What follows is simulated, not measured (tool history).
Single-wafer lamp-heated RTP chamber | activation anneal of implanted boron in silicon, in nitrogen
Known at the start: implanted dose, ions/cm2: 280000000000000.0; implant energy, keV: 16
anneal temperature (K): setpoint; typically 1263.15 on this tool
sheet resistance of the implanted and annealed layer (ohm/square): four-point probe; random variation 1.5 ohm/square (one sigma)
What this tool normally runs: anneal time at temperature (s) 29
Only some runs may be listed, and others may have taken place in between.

| run | hour | anneal temperature (K) | anneal time at temperature (s) | wafers since the last listed run | wafers since the last pyrometer calibration | wafers since the reflector plate was cleaned | hours since the gauge calibration | read-back reference wafer on the same gauge, sheet resistance | sheet resistance of the implanted and annealed layer (ohm/square) |
|---|---|---|---|---|---|---|---|---|---|
| 1 | 0.0 | 1263.15 | 29 | 0 | 2774 | 3622 | 71.0 | 329.55 | 348.39 |
| 2 | 16.7 | 1263.15 | 29 | 150 | 2925 | 3772 | 87.7 | 329.98 | 346.88 |
| 3 | 33.9 | 1263.15 | 29 | 155 | 3080 | 3928 | 104.9 | 329.49 | 347.13 |
| 4 | 69.8 | 1254.15 | 29 | 323 | 3404 | 4251 | 140.8 | 330.05 | 355.58 |
| 5 | 92.3 | 1254.15 | 29 | 202 | 3607 | 4454 | 163.3 | 329.37 | 352.98 |
| 6 | 110.1 | 1247.15 | 29 | 160 | 3768 | 4615 | 181.1 | 330.24 | 361.02 |
| 7 | 142.4 | 1263.15 | 29 | 291 | 4059 | 4906 | 213.4 | 329.71 | 349.65 |
| 8 | 156.2 | 1263.15 | 29 | 124 | 4183 | 5031 | 227.2 | 329.85 | 348.28 |
|  | 183.2 | pyrometer window cleaned and pyrometer calibrated |
| 9 | 183.7 | 1263.15 | 29 | 175 | 4 | 5207 | 254.7 | 329.93 | 346.98 |
|  | 189.1 | gauge calibrated |
|  | 192.2 | reflector plate cleaned |
| 10 | 196.5 | 1263.15 | 21 | 43 | 47 | 39 | 7.4 | 329.35 | 347.63 |
| 11 | 212.5 | 1263.15 | 20 | 144 | 192 | 183 | 23.4 | 330.16 | 350.50 |
| 12 | 230.5 | 1263.15 | 29 | 162 | 354 | 345 | 41.4 | 329.89 | 348.32 |
| 13 | 249.3 | 1242.15 | 40 | 169 | 524 | 515 | 60.2 | 330.51 | 364.48 |
| 14 | 272.2 | 1248.15 | 13 | 206 | 730 | 722 | 83.1 | 330.23 | 368.19 |
| 15 | 288.1 | 1263.15 | 29 | 143 | 874 | 865 | 99.0 | 330.63 | 350.50 |
| 16 | 307.6 | 1237.15 | 21 | 175 | 1050 | 1041 | 118.5 | 329.34 | 380.61 |
| 17 | 337.0 | 1288.15 | 13 | 265 | 1315 | 1306 | 147.9 | 329.74 | 342.37 |
| 18 | 349.5 | 1288.15 | 35 | 112 | 1428 | 1419 | 160.4 | 330.87 | 343.64 |
| 19 | 371.0 | 1263.15 | 29 | 193 | 1622 | 1613 | 181.9 | 329.96 | 349.12 |
| 20 | 396.9 | 1235.15 | 44 | 233 | 1855 | 1847 | 207.8 | 329.93 | 373.41 |
|  | 443.5 | gauge calibrated |
| 21 | 483.9 | 1234.15 | 36 | 784 | 2640 | 2632 | 40.4 | 330.68 | 377.25 |
| 22 | 505.7 | 1263.15 | 34 | 196 | 2837 | 2828 | 62.2 | 330.04 | 346.69 |

Hidden state at the last listed run before each entry between runs and at the first one after, where it differs:
Logged between run 8 and run 9: pyrometer window cleaned and pyrometer calibrated (hour 183.2)
  nothing in the hidden state changes from one run to the other
Logged between run 9 and run 10: gauge calibrated (hour 189.1); reflector plate cleaned (hour 192.2)
  nothing in the hidden state changes from one run to the other
Logged between run 20 and run 21: gauge calibrated (hour 443.5)
  nothing in the hidden state changes from one run to the other

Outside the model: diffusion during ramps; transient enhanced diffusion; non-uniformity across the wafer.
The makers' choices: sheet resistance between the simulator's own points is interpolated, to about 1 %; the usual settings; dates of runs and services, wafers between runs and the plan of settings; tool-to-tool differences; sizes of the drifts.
